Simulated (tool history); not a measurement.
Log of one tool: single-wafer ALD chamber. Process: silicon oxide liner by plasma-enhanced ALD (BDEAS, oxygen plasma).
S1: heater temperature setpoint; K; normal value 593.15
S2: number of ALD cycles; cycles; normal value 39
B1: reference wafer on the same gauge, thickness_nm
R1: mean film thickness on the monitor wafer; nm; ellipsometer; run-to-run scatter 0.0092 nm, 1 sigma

Run 1, hour 0.0: usual settings but S1 597.15 K; B1 3.380. Result: R1 3.640 nm.
Run 2, hour 15.2: usual settings but S1 604.15 K, S2 41 cycles; B1 3.379. Result: R1 3.788 nm.
Run 3, hour 23.9: usual settings but S1 604.15 K, S2 41 cycles; B1 3.379. Result: R1 3.797 nm.
Run 4, hour 38.9: usual settings; B1 3.376. Result: R1 3.676 nm.
Run 5, hour 50.9: usual settings; B1 3.371. Result: R1 3.684 nm.
Run 6, hour 57.4: usual settings; B1 3.371. Result: R1 3.683 nm.
Run 7, hour 65.7: usual settings but S1 585.15 K; B1 3.371. Result: R1 3.706 nm.
Run 8, hour 82.6: usual settings but S1 585.15 K; B1 3.368. Result: R1 3.700 nm.
Run 9, hour 95.5: usual settings but S1 586.15 K; B1 3.367. Result: R1 3.708 nm.
Run 10, hour 103.5: usual settings but S1 586.15 K; B1 3.366. Result: R1 3.705 nm.
Run 11, hour 116.4: usual settings but S1 586.15 K; B1 3.362. Result: R1 3.703 nm.
Run 12, hour 122.6: usual settings but S2 35 cycles; B1 3.364. Result: R1 3.274 nm.
Run 13, hour 133.0: usual settings but S2 41 cycles; B1 3.363. Result: R1 3.866 nm.
Run 14, hour 150.5: usual settings but S2 41 cycles; B1 3.358. Result: R1 3.844 nm.
Run 15, hour 163.4: usual settings but S2 41 cycles; B1 3.358. Result: R1 3.850 nm.
Run 16, hour 176.0: usual settings but S1 589.15 K, S2 43 cycles; B1 3.359. Result: R1 4.045 nm.
Run 17, hour 183.5: usual settings but S1 589.15 K, S2 43 cycles; B1 3.356. Result: R1 4.048 nm.
Run 18, hour 192.0: usual settings but S1 589.15 K; B1 3.355. Result: R1 3.664 nm.
Run 19, hour 206.9: usual settings; B1 3.352. Result: R1 3.633 nm.
Run 20, hour 214.1: usual settings but S1 589.15 K, S2 43 cycles; B1 3.351. Result: R1 4.055 nm.
Run 21, hour 228.9: usual settings; B1 3.349. Result: R1 3.631 nm.
Run 22, hour 246.4: usual settings but S1 600.15 K, S2 47 cycles; B1 3.348. Result: R1 4.364 nm.
Run 23, hour 262.3: usual settings but S1 588.15 K, S2 32 cycles; B1 3.343. Result: R1 3.020 nm.
At hour 271.0: thermocouple changed; heater temperature recalibrated.
Run 24, hour 279.5: usual settings but S2 45 cycles; B1 3.344. Result: R1 4.189 nm.
Run 25, hour 286.3: usual settings but S1 580.15 K; B1 3.343. Result: R1 3.715 nm.

Estimate the outcome of run 26 from the log above:
At hour 286.9: gauge calibrated.
Run 26, hour 300.3: usual settings but S1 581.15 K, S2 35 cycles; B1 ?. Result: R1 ?.

B1: 3.392
R1: 3.370 nm
Without the tool's hidden state the same run would have given R1 3.368 nm.
